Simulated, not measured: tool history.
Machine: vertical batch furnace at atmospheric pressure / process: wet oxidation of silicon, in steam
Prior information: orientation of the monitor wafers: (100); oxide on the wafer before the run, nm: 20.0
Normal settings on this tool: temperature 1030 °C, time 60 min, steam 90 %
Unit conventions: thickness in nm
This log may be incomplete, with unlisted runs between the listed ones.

run,hour,temperature,time,steam,"read-back reference wafer on the same gauge, thickness",thickness
1,0,1030,60,90,451.78,516.68
2,76.2,1041,60,90,451.71,547.88
3,166.1,1041,60,90,451.67,548.93
4,270,1041,60,90,451.84,546.47
5,309.9,1045,60,85,451.91,540.68
6,412.9,1030,60,90,451.44,511.43
7,514.4,1048,60,90,451.73,567.07
8,581.2,1048,60,90,452.37,564.14
9,619.6,1048,60,90,451.66,566.5
10,715.3,1030,60,90,451.27,510.5
11,764.8,1030,42.5,90,452.13,413.06
12,866.6,1030,42.5,90,452.02,414.63
13,969,1030,60,83,451.98,485.69
14,1036.7,1030,60,83,452.38,484.8
15,1120.3,1030,60,83,451.87,483.56
16,1191.1,1030,41.5,90,451.78,403.54
17,1235.4,1030,60,90,451.82,507.8
# hour 1308.6: gauge calibrated
18,1313.5,1030,32.5,93,452.16,353.18
# hour 1349.3: thermocouples replaced and temperature profile calibrated
19,1376.5,1030,60,83,451.93,471.05
20,1428.8,1040,60,87,452.78,511.43
21,1525.8,1030,60,90,451.75,491.91
# hour 1563.6: steam generator serviced
22,1587,1007,50,81,452.35,365.66
23,1663.8,1030,60,90,451.41,513.33
24,1722,1030,30,90,451.71,328.51
25,1823.7,1030,44.5,90,452.49,423.29
26,1905,1047,74,90,452.35,630.78
27,1998.9,1030,71,97,451.51,591.06
28,2234,1030,60,90,452.25,507.03
29,2315.3,1030,60,80,451.94,467.51
30,2351.4,1030,71,90,451.68,562.86
31,2457.4,1013,60,84,452.15,434.47
32,2502.5,1030,60,90,451.98,506.87

3 ways to go on from here, each from the tool as it stands after run 32. What would each give?
A,2507.9,1030,60,90,?,?
B,2507.9,1024,34,80,?,?
C,2507.9,1051,60,97,?,?

run,"read-back reference wafer on the same gauge, thickness",thickness
A,452.94,507.13
B,452.94,313.92
C,452.94,593.77
Without the tool's hidden state the same runs would have given:
run,thickness
A,512.34
B,316.86
C,600.19
